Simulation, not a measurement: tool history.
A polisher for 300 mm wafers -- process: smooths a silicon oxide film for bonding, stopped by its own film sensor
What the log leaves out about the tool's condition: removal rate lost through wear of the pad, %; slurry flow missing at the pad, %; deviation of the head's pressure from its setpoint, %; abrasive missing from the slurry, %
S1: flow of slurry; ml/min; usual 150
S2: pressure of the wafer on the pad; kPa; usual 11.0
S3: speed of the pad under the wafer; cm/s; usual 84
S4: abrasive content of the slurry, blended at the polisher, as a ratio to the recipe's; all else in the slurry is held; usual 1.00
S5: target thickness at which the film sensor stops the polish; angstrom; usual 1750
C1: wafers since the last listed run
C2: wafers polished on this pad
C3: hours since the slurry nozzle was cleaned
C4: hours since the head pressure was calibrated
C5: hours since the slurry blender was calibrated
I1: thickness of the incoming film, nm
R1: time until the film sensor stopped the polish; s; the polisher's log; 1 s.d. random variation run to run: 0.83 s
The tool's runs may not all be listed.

run,hour,S1,S2,S3,S4,S5,C1,C2,C3,C4,C5,I1,R1
1,0.0,150,11.0,84,1.00,1750,0,2083,503.3,454.1,77.4,209.0,76.2
# hour 22.8: worn pad replaced by a new one
2,23.3,150,11.0,84,1.00,1750,184,4,526.6,477.4,100.7,209.1,77.4
3,49.2,150,11.0,84,1.00,1750,247,251,552.5,503.3,126.6,211.6,83.0
4,62.6,150,11.0,84,1.00,1750,128,380,565.9,516.7,140.0,209.7,76.9
5,79.3,185,11.0,84,1.00,1750,159,539,582.6,533.4,156.7,214.0,83.8
6,94.8,150,11.0,84,0.85,1750,148,687,598.1,548.9,172.2,213.9,92.5
7,120.2,150,11.0,84,1.20,1650,242,930,623.5,574.3,197.6,209.7,95.1
8,144.0,150,11.0,84,1.00,1750,227,1158,647.3,598.1,221.4,211.7,81.6
9,169.6,150,11.0,84,1.00,1750,244,1403,672.9,623.7,247.0,207.9,74.0
# hour 197.1: slurry nozzle cleaned
10,197.4,150,11.0,84,1.00,1750,256,1659,0.3,651.5,274.8,213.7,88.2
# hour 241.5: worn pad replaced by a new one
# hour 288.3: slurry blender recalibrated
11,292.6,150,14.5,84,1.20,1750,852,469,95.5,746.7,4.3,210.5,60.1
12,323.4,150,13.1,84,1.15,1830,294,764,126.3,777.5,35.1,211.3,52.2
13,340.7,150,11.0,84,1.00,1750,165,929,143.6,794.8,52.4,210.3,79.8
14,356.0,125,11.0,84,1.00,1750,146,1075,158.9,810.1,67.7,210.2,82.2
15,387.1,135,11.0,60,1.00,1750,297,1373,190.0,841.2,98.8,208.9,100.1
16,402.2,195,11.0,104,1.00,1820,144,1517,205.1,856.3,113.9,207.2,45.7
# hour 405.2: head pressure recalibrated
17,433.3,150,11.0,84,1.00,1750,278,1795,236.2,28.1,145.0,210.0,77.6
# hour 458.3: worn pad replaced by a new one
18,533.9,150,11.0,84,0.80,1750,923,722,336.8,128.7,245.6,207.0,77.3
19,564.7,150,11.0,84,1.10,1650,294,1017,367.6,159.5,276.4,205.8,89.2
20,579.6,150,8.3,84,1.30,1700,142,1159,382.5,174.4,291.3,206.6,95.4
21,596.2,150,11.0,84,1.00,1750,158,1318,399.1,191.0,307.9,213.2,86.3
22,619.0,150,11.0,84,1.25,1750,217,1536,421.9,213.8,330.7,209.7,70.8
23,654.9,150,12.4,108,1.00,1660,343,1879,457.8,249.7,366.6,209.8,74.2
24,667.9,125,13.1,60,1.00,1750,124,2003,470.8,262.7,379.6,208.4,87.9

Estimate the outcome of run 25 from the log above:
25,689.5,120,13.1,84,1.00,1830,206,2210,492.4,284.3,401.2,211.7,?

{"run 25": {"R1": 57.8}}
With no hidden state in the tool, this same run would have given R1 57.8 s.

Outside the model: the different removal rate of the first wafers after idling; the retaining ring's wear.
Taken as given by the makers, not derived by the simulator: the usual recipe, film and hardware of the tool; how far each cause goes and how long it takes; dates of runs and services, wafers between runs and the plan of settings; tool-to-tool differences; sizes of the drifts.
